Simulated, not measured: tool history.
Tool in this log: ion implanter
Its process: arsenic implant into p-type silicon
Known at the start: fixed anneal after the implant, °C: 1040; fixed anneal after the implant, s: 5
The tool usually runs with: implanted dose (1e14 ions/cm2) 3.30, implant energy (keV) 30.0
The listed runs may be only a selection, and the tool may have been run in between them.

run,hour,implanted dose (1e14 ions/cm2),implant energy (keV),wafers since the last listed run,hours since the last dose calibration,hours since the extraction supply was calibrated,hours since the gauge calibration,"read-back reference wafer on the same gauge, sheet resistance",sheet resistance of the implanted and annealed layer (ohm/square)
1,0.0,3.30,26.5,0,1024.1,2637.4,524.7,269.48,281.60
# hour 6.8: gauge calibrated
2,25.6,3.30,30.0,477,1049.7,2663.0,18.8,264.26,268.72
3,51.7,3.30,30.0,486,1075.8,2689.1,44.9,264.37,270.71
4,87.7,3.30,30.0,671,1111.8,2725.1,80.9,264.74,271.17
5,115.8,3.65,30.0,524,1139.9,2753.2,109.0,265.19,249.95
6,142.9,3.30,30.0,505,1167.0,2780.3,136.1,265.70,269.95
7,157.2,3.30,30.0,266,1181.3,2794.6,150.4,265.68,272.99
8,175.9,3.30,30.0,348,1200.0,2813.3,169.1,265.61,273.49
9,207.6,3.30,36.5,591,1231.7,2845.0,200.8,266.29,264.92
10,227.3,3.30,36.5,367,1251.4,2864.7,220.5,266.71,264.26
11,259.5,3.30,30.0,600,1283.6,2896.9,252.7,266.80,273.36
# hour 298.1: Faraday cup replaced and dose calibrated
12,298.6,3.30,30.0,580,0.5,2936.0,291.8,267.11,272.57
13,314.9,3.30,36.0,304,16.8,2952.3,308.1,267.53,264.84
14,343.1,3.30,30.0,526,45.0,2980.5,336.3,267.94,273.37
15,377.4,3.30,30.0,639,79.3,3014.8,370.6,268.07,272.81
16,414.4,3.30,30.0,690,116.3,3051.8,407.6,268.66,276.36
# hour 437.9: gauge calibrated
17,441.0,3.30,30.0,496,142.9,3078.4,3.1,264.33,268.72
18,463.9,4.21,38.5,427,165.8,3101.3,26.0,264.64,216.80
19,497.6,3.30,30.0,628,199.5,3135.0,59.7,264.90,269.86
20,536.8,3.95,19.5,731,238.7,3174.2,98.9,265.02,251.38
21,567.3,3.61,30.0,568,269.2,3204.7,129.4,265.38,253.06
22,603.0,3.75,37.0,665,304.9,3240.4,165.1,266.01,239.08
23,660.4,3.30,30.0,1070,362.3,3297.8,222.5,266.50,273.01
# hour 670.4: extraction supply calibrated
24,688.7,3.30,30.0,378,390.6,18.3,250.8,266.87,274.13
25,715.6,3.30,35.0,501,417.5,45.2,277.7,267.48,267.52
26,733.7,3.30,30.0,337,435.6,63.3,295.8,267.09,271.96
27,766.8,3.70,37.5,617,468.7,96.4,328.9,267.35,243.61
28,795.8,2.37,25.5,540,497.7,125.4,357.9,268.16,356.69
29,830.7,3.56,27.0,650,532.6,160.3,392.8,268.28,262.98
30,850.4,3.86,27.0,367,552.3,180.0,412.5,268.41,248.16
31,867.2,2.44,35.0,313,569.1,196.8,429.3,268.59,335.85
32,884.1,4.14,33.0,315,586.0,213.7,446.2,268.74,227.67
33,898.1,3.91,33.5,261,600.0,227.7,460.2,269.08,238.48
# hour 902.0: gauge calibrated
34,928.5,3.77,22.5,567,630.4,258.1,26.5,264.07,253.45

Some steps in sheet resistance of the implanted and annealed layer (ohm/square), run to run, broken into two amounts with sign: the step expected even without the hidden condition (settings, incoming material, random variation), and the rest, left for the hidden condition together with whatever gauge scatter is not in both the measured and the hidden-condition-free result:
What the log doesn't record here: deviation of the true dose from the Faraday cup's reading, %; deviation of the true energy from its setpoint, %; gauge reads high (%).
Run 1 -> 2: implant energy (keV) 26.5 -> 30.0, gauge calibrated. sheet resistance of the implanted and annealed layer (ohm/square) -12.88: hidden state -5.34, all else -7.54.
Run 16 -> 17: gauge calibrated. sheet resistance of the implanted and annealed layer (ohm/square) -7.64: hidden state -4.39, all else -3.25.
Run 27 -> 28: implanted dose (1e14 ions/cm2) 3.70 -> 2.37, implant energy (keV) 37.5 -> 25.5. sheet resistance of the implanted and annealed layer (ohm/square) +113.08: hidden state +1.93, all else +111.15.
Run 28 -> 29: implanted dose (1e14 ions/cm2) 2.37 -> 3.56, implant energy (keV) 25.5 -> 27.0. sheet resistance of the implanted and annealed layer (ohm/square) -93.71: hidden state -1.02, all else -92.69.
Run 31 -> 32: implanted dose (1e14 ions/cm2) 2.44 -> 4.14, implant energy (keV) 35.0 -> 33.0. sheet resistance of the implanted and annealed layer (ohm/square) -108.18: hidden state -1.74, all else -106.44.
Run 33 -> 34: implanted dose (1e14 ions/cm2) 3.91 -> 3.77, implant energy (keV) 33.5 -> 22.5, gauge calibrated. sheet resistance of the implanted and annealed layer (ohm/square) +14.97: hidden state -4.07, all else +19.04.

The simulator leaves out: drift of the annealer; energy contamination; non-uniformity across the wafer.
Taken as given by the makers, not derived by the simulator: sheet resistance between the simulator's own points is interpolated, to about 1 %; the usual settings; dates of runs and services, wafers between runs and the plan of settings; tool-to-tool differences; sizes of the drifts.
